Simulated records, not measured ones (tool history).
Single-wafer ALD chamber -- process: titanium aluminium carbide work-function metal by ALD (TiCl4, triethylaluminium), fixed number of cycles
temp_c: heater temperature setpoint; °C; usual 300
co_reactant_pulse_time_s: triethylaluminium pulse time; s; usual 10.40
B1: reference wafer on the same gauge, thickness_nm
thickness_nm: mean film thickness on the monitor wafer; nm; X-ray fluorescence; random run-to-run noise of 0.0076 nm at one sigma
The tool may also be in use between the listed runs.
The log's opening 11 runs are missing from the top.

At day 10.471: showerhead replaced.
Run 12, day 10.642: usual settings; B1 1.939. Result: thickness_nm 1.914 nm.
Run 13, day 11.338: usual settings; B1 1.944. Result: thickness_nm 1.918 nm.
Run 14, day 12.333: usual settings; B1 1.940. Result: thickness_nm 1.924 nm.
Run 15, day 13.808: usual settings; B1 1.939. Result: thickness_nm 1.910 nm.
At day 14.188: triethylaluminium bottle replaced.
Run 16, day 17.458: usual settings but temp_c 313 °C, co_reactant_pulse_time_s 11.94 s; B1 1.941. Result: thickness_nm 2.068 nm.
Run 17, day 17.983: usual settings but temp_c 285 °C, co_reactant_pulse_time_s 13.25 s; B1 1.943. Result: thickness_nm 1.800 nm.
Run 18, day 18.833: usual settings but temp_c 310 °C, co_reactant_pulse_time_s 13.15 s; B1 1.939. Result: thickness_nm 2.038 nm.
Run 19, day 19.696: usual settings but temp_c 289 °C, co_reactant_pulse_time_s 7.17 s; B1 1.941. Result: thickness_nm 1.736 nm.
Run 20, day 20.675: usual settings; B1 1.941. Result: thickness_nm 1.917 nm.
Run 21, day 21.938: usual settings but co_reactant_pulse_time_s 12.95 s; B1 1.937. Result: thickness_nm 1.934 nm.
Run 22, day 22.762: usual settings; B1 1.939. Result: thickness_nm 1.926 nm.
At day 23.442: thermocouple changed; heater temperature recalibrated.
Run 23, day 24.125: usual settings but temp_c 291 °C; B1 1.943. Result: thickness_nm 1.867 nm.
At day 24.867: gauge calibrated.
Run 24, day 24.988: usual settings but temp_c 294 °C; B1 1.940. Result: thickness_nm 1.906 nm.
Run 25, day 26.071: usual settings but co_reactant_pulse_time_s 7.48 s; B1 1.943. Result: thickness_nm 1.884 nm.
Run 26, day 27.479: usual settings; B1 1.938. Result: thickness_nm 1.958 nm.
Run 27, day 28.812: usual settings; B1 1.941. Result: thickness_nm 1.948 nm.
Run 28, day 29.883: usual settings; B1 1.942. Result: thickness_nm 1.952 nm.
Run 29, day 31.267: usual settings but temp_c 305 °C, co_reactant_pulse_time_s 8.77 s; B1 1.941. Result: thickness_nm 1.959 nm.
Run 30, day 32.000: usual settings but temp_c 314 °C, co_reactant_pulse_time_s 13.05 s; B1 1.941. Result: thickness_nm 2.130 nm.

Below are 3 alternative next runs, each starting from the tool's condition after run 30. Predict each:
Run A, day 32.017: usual settings but co_reactant_pulse_time_s 8.66 s; B1 ?. Result: thickness_nm ?.
Run B, day 32.017: usual settings but temp_c 307 °C, co_reactant_pulse_time_s 8.89 s; B1 ?. Result: thickness_nm ?.
Run C, day 32.017: usual settings but temp_c 309 °C, co_reactant_pulse_time_s 12.39 s; B1 ?. Result: thickness_nm ?.

run     B1  thickness_nm
  A  1.941         1.917
  B  1.941         1.990
  C  1.941         2.062
The same runs, with their run-to-run variation unchanged, on a tool lacking any hidden condition would have given:
run  thickness_nm
  A         1.935
  B         2.007
  C         2.080
